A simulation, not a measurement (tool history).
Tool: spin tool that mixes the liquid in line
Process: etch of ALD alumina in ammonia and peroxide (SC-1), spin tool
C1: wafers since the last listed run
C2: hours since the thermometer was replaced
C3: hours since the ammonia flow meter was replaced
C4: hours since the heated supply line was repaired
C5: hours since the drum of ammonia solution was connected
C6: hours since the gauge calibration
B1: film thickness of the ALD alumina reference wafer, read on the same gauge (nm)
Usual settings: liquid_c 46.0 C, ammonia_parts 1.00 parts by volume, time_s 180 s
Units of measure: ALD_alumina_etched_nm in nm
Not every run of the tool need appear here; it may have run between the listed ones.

run 1 hour=0.0 | liquid_c=46.0 ammonia_parts=1.20 time_s=180 | C1=0 C2=1003.7 C3=1849.2 C4=1243.8 C5=699.1 C6=108.6 | B1=49.998 | ALD_alumina_etched_nm=4.459
run 2 hour=10.7 | liquid_c=46.0 ammonia_parts=1.00 time_s=180 | C1=44 C2=1014.4 C3=1859.9 C4=1254.5 C5=709.8 C6=119.3 | B1=50.026 | ALD_alumina_etched_nm=4.413
run 3 hour=22.8 | liquid_c=46.0 ammonia_parts=1.00 time_s=180 | C1=50 C2=1026.5 C3=1872.0 C4=1266.6 C5=721.9 C6=131.4 | B1=49.985 | ALD_alumina_etched_nm=4.376
run 4 hour=32.1 | liquid_c=46.0 ammonia_parts=1.00 time_s=180 | C1=38 C2=1035.8 C3=1881.3 C4=1275.9 C5=731.2 C6=140.7 | B1=50.019 | ALD_alumina_etched_nm=4.350
run 5 hour=48.8 | liquid_c=46.0 ammonia_parts=1.00 time_s=180 | C1=69 C2=1052.5 C3=1898.0 C4=1292.6 C5=747.9 C6=157.4 | B1=50.022 | ALD_alumina_etched_nm=4.367
run 6 hour=55.7 | liquid_c=46.0 ammonia_parts=1.00 time_s=180 | C1=28 C2=1059.4 C3=1904.9 C4=1299.5 C5=754.8 C6=164.3 | B1=50.000 | ALD_alumina_etched_nm=4.421
-- hour=63.3 thermometer replaced
run 7 hour=67.3 | liquid_c=46.0 ammonia_parts=1.00 time_s=180 | C1=44 C2=4.0 C3=1916.5 C4=1311.1 C5=766.4 C6=175.9 | B1=49.980 | ALD_alumina_etched_nm=3.901
run 8 hour=77.1 | liquid_c=48.0 ammonia_parts=1.00 time_s=180 | C1=40 C2=13.8 C3=1926.3 C4=1320.9 C5=776.2 C6=185.7 | B1=49.992 | ALD_alumina_etched_nm=4.348
run 9 hour=88.3 | liquid_c=48.0 ammonia_parts=1.00 time_s=180 | C1=46 C2=25.0 C3=1937.5 C4=1332.1 C5=787.4 C6=196.9 | B1=49.985 | ALD_alumina_etched_nm=4.366
-- hour=108.2 ammonia flow meter replaced
run 10 hour=118.0 | liquid_c=48.0 ammonia_parts=1.00 time_s=180 | C1=119 C2=54.7 C3=9.8 C4=1361.8 C5=817.1 C6=226.6 | B1=50.010 | ALD_alumina_etched_nm=4.341
run 11 hour=127.2 | liquid_c=46.0 ammonia_parts=1.20 time_s=220 | C1=38 C2=63.9 C3=19.0 C4=1371.0 C5=826.3 C6=235.8 | B1=49.962 | ALD_alumina_etched_nm=4.896
-- hour=133.5 new drum of ammonia solution connected
run 12 hour=141.9 | liquid_c=46.0 ammonia_parts=1.20 time_s=90 | C1=56 C2=78.6 C3=33.7 C4=1385.7 C5=8.4 C6=250.5 | B1=50.018 | ALD_alumina_etched_nm=1.959
run 13 hour=158.7 | liquid_c=50.5 ammonia_parts=1.15 time_s=180 | C1=69 C2=95.4 C3=50.5 C4=1402.5 C5=25.2 C6=267.3 | B1=49.989 | ALD_alumina_etched_nm=5.077
run 14 hour=170.8 | liquid_c=38.5 ammonia_parts=1.20 time_s=70 | C1=50 C2=107.5 C3=62.6 C4=1414.6 C5=37.3 C6=279.4 | B1=49.998 | ALD_alumina_etched_nm=1.001
-- hour=178.6 heated supply line repaired
run 15 hour=188.5 | liquid_c=43.0 ammonia_parts=0.55 time_s=250 | C1=69 C2=125.2 C3=80.3 C4=9.9 C5=55.0 C6=297.1 | B1=50.011 | ALD_alumina_etched_nm=5.000
-- hour=197.0 gauge calibrated
run 16 hour=198.6 | liquid_c=46.0 ammonia_parts=1.00 time_s=180 | C1=41 C2=135.3 C3=90.4 C4=20.0 C5=65.1 C6=1.6 | B1=50.014 | ALD_alumina_etched_nm=4.531
run 17 hour=205.5 | liquid_c=46.0 ammonia_parts=1.00 time_s=250 | C1=28 C2=142.2 C3=97.3 C4=26.9 C5=72.0 C6=8.5 | B1=50.027 | ALD_alumina_etched_nm=6.264
run 18 hour=217.0 | liquid_c=46.0 ammonia_parts=1.00 time_s=290 | C1=47 C2=153.7 C3=108.8 C4=38.4 C5=83.5 C6=20.0 | B1=49.978 | ALD_alumina_etched_nm=7.320
run 19 hour=233.2 | liquid_c=46.0 ammonia_parts=1.00 time_s=180 | C1=67 C2=169.9 C3=125.0 C4=54.6 C5=99.7 C6=36.2 | B1=50.022 | ALD_alumina_etched_nm=4.462
run 20 hour=242.0 | liquid_c=38.0 ammonia_parts=1.20 time_s=225 | C1=36 C2=178.7 C3=133.8 C4=63.4 C5=108.5 C6=45.0 | B1=50.011 | ALD_alumina_etched_nm=3.610
run 21 hour=250.2 | liquid_c=46.0 ammonia_parts=1.00 time_s=180 | C1=34 C2=186.9 C3=142.0 C4=71.6 C5=116.7 C6=53.2 | B1=49.993 | ALD_alumina_etched_nm=4.552
run 22 hour=264.2 | liquid_c=55.5 ammonia_parts=1.00 time_s=180 | C1=58 C2=200.9 C3=156.0 C4=85.6 C5=130.7 C6=67.2 | B1=50.003 | ALD_alumina_etched_nm=7.549
run 23 hour=286.1 | liquid_c=42.5 ammonia_parts=1.00 time_s=180 | C1=91 C2=222.8 C3=177.9 C4=107.5 C5=152.6 C6=89.1 | B1=50.028 | ALD_alumina_etched_nm=3.706
run 24 hour=295.0 | liquid_c=46.0 ammonia_parts=1.00 time_s=180 | C1=36 C2=231.7 C3=186.8 C4=116.4 C5=161.5 C6=98.0 | B1=49.995 | ALD_alumina_etched_nm=4.536
run 25 hour=304.7 | liquid_c=39.0 ammonia_parts=1.00 time_s=180 | C1=40 C2=241.4 C3=196.5 C4=126.1 C5=171.2 C6=107.7 | B1=50.030 | ALD_alumina_etched_nm=3.002

What if the next run were any one of these 4? Each begins from the tool's condition after run 25:
run A hour=305.2 | liquid_c=46.0 ammonia_parts=0.55 time_s=180 | C1=2 C2=241.9 C3=197.0 C4=126.6 C5=171.7 C6=108.2 | B1=? | ALD_alumina_etched_nm=?
run B hour=305.2 | liquid_c=46.0 ammonia_parts=1.15 time_s=110 | C1=2 C2=241.9 C3=197.0 C4=126.6 C5=171.7 C6=108.2 | B1=? | ALD_alumina_etched_nm=?
run C hour=305.2 | liquid_c=49.5 ammonia_parts=0.55 time_s=90 | C1=2 C2=241.9 C3=197.0 C4=126.6 C5=171.7 C6=108.2 | B1=? | ALD_alumina_etched_nm=?
run D hour=305.2 | liquid_c=38.0 ammonia_parts=1.00 time_s=180 | C1=2 C2=241.9 C3=197.0 C4=126.6 C5=171.7 C6=108.2 | B1=? | ALD_alumina_etched_nm=?

run=A B1=50.029 ALD_alumina_etched_nm=4.280
run=B B1=50.029 ALD_alumina_etched_nm=2.806
run=C B1=50.029 ALD_alumina_etched_nm=2.600
run=D B1=50.029 ALD_alumina_etched_nm=2.851
Take away the tool's hidden state, keep each run's random variation, and the runs would have read:
run=A ALD_alumina_etched_nm=4.142
run=B ALD_alumina_etched_nm=2.716
run=C ALD_alumina_etched_nm=2.518
run=D ALD_alumina_etched_nm=2.754

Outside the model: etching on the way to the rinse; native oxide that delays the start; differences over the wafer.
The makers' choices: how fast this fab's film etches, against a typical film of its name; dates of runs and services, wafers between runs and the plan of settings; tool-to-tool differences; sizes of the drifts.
